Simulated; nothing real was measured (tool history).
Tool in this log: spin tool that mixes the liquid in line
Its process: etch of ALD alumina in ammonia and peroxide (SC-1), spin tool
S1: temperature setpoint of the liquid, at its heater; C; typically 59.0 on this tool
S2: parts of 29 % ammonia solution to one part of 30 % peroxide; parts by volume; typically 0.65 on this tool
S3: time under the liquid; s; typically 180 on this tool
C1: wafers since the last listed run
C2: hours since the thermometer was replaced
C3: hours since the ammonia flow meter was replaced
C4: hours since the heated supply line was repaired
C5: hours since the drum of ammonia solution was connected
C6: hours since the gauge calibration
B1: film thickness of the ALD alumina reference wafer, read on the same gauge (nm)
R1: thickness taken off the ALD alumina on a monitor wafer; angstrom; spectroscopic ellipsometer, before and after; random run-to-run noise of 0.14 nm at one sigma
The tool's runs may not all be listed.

| run | hour | S1 | S2 | S3 | C1 | C2 | C3 | C4 | C5 | C6 | B1 | R1 |
|---|---|---|---|---|---|---|---|---|---|---|---|---|
| 1 | 0.0 | 59.0 | 0.65 | 180 | 0 | 462.9 | 877.1 | 3820.9 | 785.6 | 508.8 | 89.99 | 152.2 |
| 2 | 26.7 | 53.5 | 0.65 | 180 | 219 | 489.6 | 903.8 | 3847.6 | 812.3 | 535.5 | 89.95 | 110.6 |
| 3 | 50.1 | 53.5 | 0.65 | 180 | 191 | 513.0 | 927.2 | 3871.0 | 835.7 | 558.9 | 89.99 | 112.4 |
| 4 | 70.7 | 59.0 | 0.65 | 180 | 169 | 533.6 | 947.8 | 3891.6 | 856.3 | 579.5 | 90.00 | 149.2 |
| 5 | 105.5 | 66.5 | 0.65 | 180 | 285 | 568.4 | 982.6 | 3926.4 | 891.1 | 614.3 | 90.00 | 217.4 |
| 6 | 129.7 | 59.0 | 0.65 | 120 | 198 | 592.6 | 1006.8 | 3950.6 | 915.3 | 638.5 | 89.99 | 98.9 |
| 7 | 147.4 | 59.0 | 0.50 | 180 | 145 | 610.3 | 1024.5 | 3968.3 | 933.0 | 656.2 | 89.99 | 146.5 |
| 8 | 162.3 | 59.0 | 0.65 | 180 | 122 | 625.2 | 1039.4 | 3983.2 | 947.9 | 671.1 | 89.96 | 147.7 |
|  | 183.1 | new drum of ammonia solution connected |
|  | 193.7 | thermometer replaced |
|  | 200.2 | ammonia flow meter replaced |
| 9 | 215.4 | 59.0 | 0.80 | 180 | 411 | 21.7 | 15.2 | 4036.3 | 32.3 | 724.2 | 89.99 | 148.5 |
| 10 | 246.1 | 59.0 | 0.65 | 180 | 251 | 52.4 | 45.9 | 4067.0 | 63.0 | 754.9 | 89.98 | 149.0 |
| 11 | 268.3 | 59.0 | 0.65 | 180 | 182 | 74.6 | 68.1 | 4089.2 | 85.2 | 777.1 | 90.01 | 148.5 |
| 12 | 298.0 | 50.5 | 0.45 | 285 | 243 | 104.3 | 97.8 | 4118.9 | 114.9 | 806.8 | 90.00 | 146.6 |
| 13 | 332.1 | 59.0 | 0.65 | 180 | 279 | 138.4 | 131.9 | 4153.0 | 149.0 | 840.9 | 90.04 | 148.5 |
|  | 335.1 | heated supply line repaired |
|  | 340.3 | gauge calibrated |
| 14 | 346.7 | 67.0 | 0.55 | 140 | 111 | 153.0 | 146.5 | 11.6 | 163.6 | 6.4 | 90.00 | 172.3 |
| 15 | 375.1 | 59.0 | 0.75 | 180 | 233 | 181.4 | 174.9 | 40.0 | 192.0 | 34.8 | 90.01 | 148.3 |
| 16 | 405.3 | 56.5 | 0.40 | 180 | 247 | 211.6 | 205.1 | 70.2 | 222.2 | 65.0 | 89.99 | 125.9 |
| 17 | 439.1 | 59.0 | 0.65 | 180 | 277 | 245.4 | 238.9 | 104.0 | 256.0 | 98.8 | 89.99 | 150.4 |
| 18 | 461.1 | 51.0 | 0.65 | 180 | 180 | 267.4 | 260.9 | 126.0 | 278.0 | 120.8 | 89.99 | 98.1 |
| 19 | 482.2 | 53.5 | 0.75 | 180 | 173 | 288.5 | 282.0 | 147.1 | 299.1 | 141.9 | 89.99 | 113.1 |
| 20 | 506.5 | 59.0 | 0.65 | 180 | 199 | 312.8 | 306.3 | 171.4 | 323.4 | 166.2 | 90.00 | 148.2 |
| 21 | 521.8 | 52.0 | 0.65 | 180 | 125 | 328.1 | 321.6 | 186.7 | 338.7 | 181.5 | 89.96 | 102.9 |
| 22 | 542.5 | 66.0 | 0.45 | 180 | 169 | 348.8 | 342.3 | 207.4 | 359.4 | 202.2 | 90.00 | 204.5 |
| 23 | 560.5 | 55.0 | 0.50 | 180 | 147 | 366.8 | 360.3 | 225.4 | 377.4 | 220.2 | 89.99 | 118.0 |
| 24 | 595.5 | 65.5 | 0.75 | 265 | 287 | 401.8 | 395.3 | 260.4 | 412.4 | 255.2 | 89.99 | 311.3 |

Here are 5 independent what-if runs from the current tool condition. What would each one return?
| A | 596.0 | 63.5 | 0.65 | 180 | 4 | 402.3 | 395.8 | 260.9 | 412.9 | 255.7 | ? | ? |
| B | 596.0 | 59.0 | 0.65 | 70 | 4 | 402.3 | 395.8 | 260.9 | 412.9 | 255.7 | ? | ? |
| C | 596.0 | 59.0 | 0.80 | 215 | 4 | 402.3 | 395.8 | 260.9 | 412.9 | 255.7 | ? | ? |
| D | 596.0 | 65.5 | 0.65 | 140 | 4 | 402.3 | 395.8 | 260.9 | 412.9 | 255.7 | ? | ? |
| E | 596.0 | 55.0 | 0.80 | 180 | 4 | 402.3 | 395.8 | 260.9 | 412.9 | 255.7 | ? | ? |

| run | B1 | R1 |
|---|---|---|
| A | 89.97 | 187.3 |
| B | 89.97 | 57.9 |
| C | 89.97 | 181.5 |
| D | 89.97 | 160.9 |
| E | 89.97 | 123.2 |
Without the tool's unlogged condition, the same runs would have read:
| run | R1 |
|---|---|
| A | 187.3 |
| B | 57.9 |
| C | 181.5 |
| D | 160.9 |
| E | 123.2 |

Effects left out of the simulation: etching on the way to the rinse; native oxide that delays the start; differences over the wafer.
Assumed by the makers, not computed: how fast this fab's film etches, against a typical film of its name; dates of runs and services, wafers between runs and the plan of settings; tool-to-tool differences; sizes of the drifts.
